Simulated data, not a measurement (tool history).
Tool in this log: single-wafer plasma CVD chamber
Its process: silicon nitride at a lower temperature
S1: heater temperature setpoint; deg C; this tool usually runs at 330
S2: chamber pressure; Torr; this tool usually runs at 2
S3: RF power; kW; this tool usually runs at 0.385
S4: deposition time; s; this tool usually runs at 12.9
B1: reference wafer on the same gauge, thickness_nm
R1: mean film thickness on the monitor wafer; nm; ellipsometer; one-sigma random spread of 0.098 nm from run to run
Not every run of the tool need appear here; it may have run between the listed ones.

run 1 day=0 | S1=330 S2=2 S3=0.33 S4=12.9 | B1=21.9 | R1=14.879
run 2 day=0.317 | S1=330 S2=2 S3=0.385 S4=12.9 | B1=21.901 | R1=17.229
run 3 day=0.617 | S1=334 S2=1.69 S3=0.385 S4=12.9 | B1=21.914 | R1=16.419
run 4 day=0.988 | S1=334 S2=1.69 S3=0.385 S4=12.9 | B1=21.889 | R1=16.671
-- day=1.488 RF generator calibrated
run 5 day=1.508 | S1=330 S2=2 S3=0.385 S4=12.9 | B1=21.888 | R1=18.473
run 6 day=1.871 | S1=330 S2=2 S3=0.385 S4=12.9 | B1=21.921 | R1=18.422
-- day=2.379 thermocouple changed; heater temperature recalibrated
run 7 day=2.4 | S1=330 S2=2 S3=0.385 S4=12.9 | B1=21.902 | R1=18.259
run 8 day=2.617 | S1=344 S2=2 S3=0.46 S4=12.9 | B1=21.94 | R1=20.935
run 9 day=3.129 | S1=339 S2=2 S3=0.335 S4=12.9 | B1=21.91 | R1=16.124
run 10 day=4.679 | S1=330 S2=2 S3=0.32 S4=10.6 | B1=21.9 | R1=12.668
-- day=5.075 capacitance manometer re-zeroed and calibrated
run 11 day=5.362 | S1=330 S2=2 S3=0.385 S4=12.9 | B1=21.871 | R1=18.28
-- day=5.421 gauge calibrated
run 12 day=5.8 | S1=330 S2=2 S3=0.385 S4=12.9 | B1=21.888 | R1=18.424
-- day=7.192 showerhead replaced
run 13 day=7.288 | S1=330 S2=2 S3=0.415 S4=12.9 | B1=21.892 | R1=19.339
run 14 day=7.621 | S1=330 S2=1.58 S3=0.34 S4=11.6 | B1=21.894 | R1=13.694
run 15 day=8.233 | S1=330 S2=2 S3=0.445 S4=12.9 | B1=21.899 | R1=20.438
run 16 day=8.583 | S1=344 S2=2 S3=0.46 S4=12.9 | B1=21.921 | R1=20.902
run 17 day=9.071 | S1=318 S2=1.8 S3=0.385 S4=12.9 | B1=21.894 | R1=17.817
run 18 day=9.412 | S1=330 S2=1.58 S3=0.385 S4=12.9 | B1=21.895 | R1=17.027
run 19 day=10.104 | S1=330 S2=2 S3=0.385 S4=12.9 | B1=21.875 | R1=18.231
run 20 day=10.417 | S1=330 S2=2.37 S3=0.385 S4=12.9 | B1=21.911 | R1=18.84
run 21 day=10.771 | S1=330 S2=2 S3=0.385 S4=12.9 | B1=21.869 | R1=18.09
run 22 day=11.192 | S1=330 S2=2.13 S3=0.44 S4=13.7 | B1=21.873 | R1=21.747
run 23 day=11.8 | S1=345 S2=2.47 S3=0.425 S4=14.2 | B1=21.92 | R1=22.43
run 24 day=12.192 | S1=339 S2=2 S3=0.385 S4=12.9 | B1=21.886 | R1=18.063
run 25 day=12.75 | S1=330 S2=2 S3=0.385 S4=12.9 | B1=21.923 | R1=18.1
run 26 day=13.288 | S1=323 S2=1.81 S3=0.385 S4=12.9 | B1=21.926 | R1=17.731
run 27 day=13.838 | S1=330 S2=2 S3=0.385 S4=12.9 | B1=21.876 | R1=17.951
run 28 day=14.229 | S1=337 S2=1.58 S3=0.355 S4=11.2 | B1=21.842 | R1=13.703

What if the next run were any one of these 5? Each begins from the tool's condition after run 28:
run A day=14.246 | S1=330 S2=2 S3=0.385 S4=12.9 | B1=? | R1=?
run B day=14.246 | S1=345 S2=2.24 S3=0.455 S4=10.4 | B1=? | R1=?
run C day=14.246 | S1=342 S2=2 S3=0.41 S4=15.4 | B1=? | R1=?
run D day=14.246 | S1=343 S2=2 S3=0.385 S4=12.9 | B1=? | R1=?
run E day=14.246 | S1=325 S2=2 S3=0.43 S4=12.9 | B1=? | R1=?

run=A B1=21.887 R1=18.114
run=B B1=21.887 R1=17.104
run=C B1=21.887 R1=22.71
run=D B1=21.887 R1=18.04
run=E B1=21.887 R1=19.874
What these runs would have given with no unlogged condition in the tool:
run=A R1=18.491
run=B R1=17.433
run=C R1=23.152
run=D R1=18.415
run=E R1=20.261
